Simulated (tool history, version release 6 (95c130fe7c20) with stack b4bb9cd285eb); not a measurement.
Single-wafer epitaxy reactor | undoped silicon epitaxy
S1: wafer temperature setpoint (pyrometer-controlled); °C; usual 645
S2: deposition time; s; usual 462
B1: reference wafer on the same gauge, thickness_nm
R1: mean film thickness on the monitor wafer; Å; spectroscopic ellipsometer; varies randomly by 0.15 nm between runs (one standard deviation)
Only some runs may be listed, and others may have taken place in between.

run	hour	S1	S2	B1	R1
1	0.0	645	462	58.297	677.69
# hour 2.7: pyrometer calibrated
2	31.6	638	401	58.284	477.69
3	103.0	635	462	58.299	514.00
4	154.5	635	462	58.283	512.31
5	203.6	635	462	58.256	513.40
6	244.8	645	462	58.295	656.86
7	291.4	645	462	58.296	656.50
8	346.8	645	462	58.322	657.31
9	416.6	645	487	58.278	690.87
10	454.4	645	391	58.302	555.83
11	488.5	645	391	58.298	556.87
12	525.9	645	391	58.275	559.49
13	573.8	645	462	58.296	659.48
14	632.7	645	462	58.281	659.24
15	665.1	645	462	58.297	659.20
16	753.8	645	462	58.282	661.31
17	861.0	645	462	58.271	664.91
18	929.4	645	462	58.302	664.93
# hour 961.0: gauge calibrated
19	996.1	645	462	58.335	665.47
20	1060.6	645	462	58.275	667.55
21	1085.8	645	462	58.307	666.16
22	1125.2	636	370	58.293	429.86
23	1149.9	637	549	58.286	653.56
24	1196.7	645	462	58.309	667.33
25	1253.8	649	540	58.302	859.36
26	1308.8	645	392	58.304	567.53
# hour 1348.8: pyrometer calibrated
27	1349.3	655	372	58.316	666.36
28	1389.5	645	462	58.314	654.78
29	1468.3	658	492	58.276	944.71
30	1511.0	651	417	58.281	678.74
31	1580.4	640	398	58.286	500.25
32	1645.7	645	462	58.316	656.35
33	1711.7	635	524	58.256	586.49
34	1779.8	645	393	58.302	560.56
35	1848.3	645	462	58.300	661.13

What will run 36 give?
36	1911.8	639	436	?	?

{"run 36": {"B1": 58.327, "R1": 541.08}}
The same run, on a tool lacking any hidden state, would have yielded R1 533.32 Å.
